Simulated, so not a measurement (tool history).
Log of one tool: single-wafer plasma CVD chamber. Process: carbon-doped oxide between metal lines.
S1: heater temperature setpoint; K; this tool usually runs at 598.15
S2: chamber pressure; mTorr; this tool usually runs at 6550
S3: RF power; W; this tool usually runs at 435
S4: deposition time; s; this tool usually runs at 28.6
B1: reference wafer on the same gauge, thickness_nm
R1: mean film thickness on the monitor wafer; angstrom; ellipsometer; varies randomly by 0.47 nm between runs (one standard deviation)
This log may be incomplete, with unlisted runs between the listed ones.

| run | hour | S1 | S2 | S3 | S4 | B1 | R1 |
|---|---|---|---|---|---|---|---|
| 1 | 0 | 598.15 | 5920 | 435 | 28.6 | 190.053 | 1538.31 |
| 2 | 19.3 | 598.15 | 6550 | 435 | 28.6 | 189.84 | 1561.97 |
|  | 36.7 | gauge calibrated |
| 3 | 92.5 | 598.15 | 6550 | 435 | 28.6 | 190.158 | 1551.98 |
| 4 | 188.6 | 598.15 | 6550 | 435 | 28.6 | 190.04 | 1544.79 |
| 5 | 212.2 | 598.15 | 6550 | 435 | 28.6 | 190.065 | 1553 |
| 6 | 239.1 | 598.15 | 6550 | 435 | 28.6 | 190.1 | 1547.46 |
|  | 275.5 | capacitance manometer re-zeroed and calibrated |
| 7 | 276 | 598.15 | 6550 | 370 | 28.6 | 190.035 | 1427.74 |
|  | 294.2 | RF generator calibrated |
| 8 | 294.7 | 598.15 | 6550 | 370 | 28.6 | 190.186 | 1442.38 |
| 9 | 323.6 | 598.15 | 6550 | 370 | 28.6 | 190.097 | 1430.91 |
|  | 351.1 | thermocouple changed; heater temperature recalibrated |
| 10 | 353.4 | 608.15 | 6550 | 435 | 32.7 | 189.893 | 1749.95 |
| 11 | 377.9 | 598.15 | 6550 | 435 | 28.6 | 189.933 | 1590.67 |
| 12 | 405.8 | 598.15 | 6550 | 370 | 28.6 | 189.914 | 1481.11 |
| 13 | 439.9 | 591.15 | 6550 | 435 | 28.6 | 190.127 | 1641.71 |
|  | 447.1 | gauge calibrated |
| 14 | 465.7 | 593.15 | 5230 | 495 | 24.3 | 189.953 | 1458.38 |
|  | 478.6 | showerhead replaced, of another model than before |
| 15 | 485.1 | 610.15 | 6550 | 475 | 28.6 | 190.296 | 1627.07 |
| 16 | 524.3 | 603.15 | 6550 | 435 | 26.6 | 189.997 | 1454.64 |

Run 17, settings as shown, results not yet in. Your forecast:
| 17 | 559.5 | 583.15 | 6550 | 500 | 28.6 | ? | ? |

{"run 17": {"B1": 190.146, "R1": 1885.9}}
Had the tool carried no hidden state, the very same run would have given R1 1888.57 angstrom.
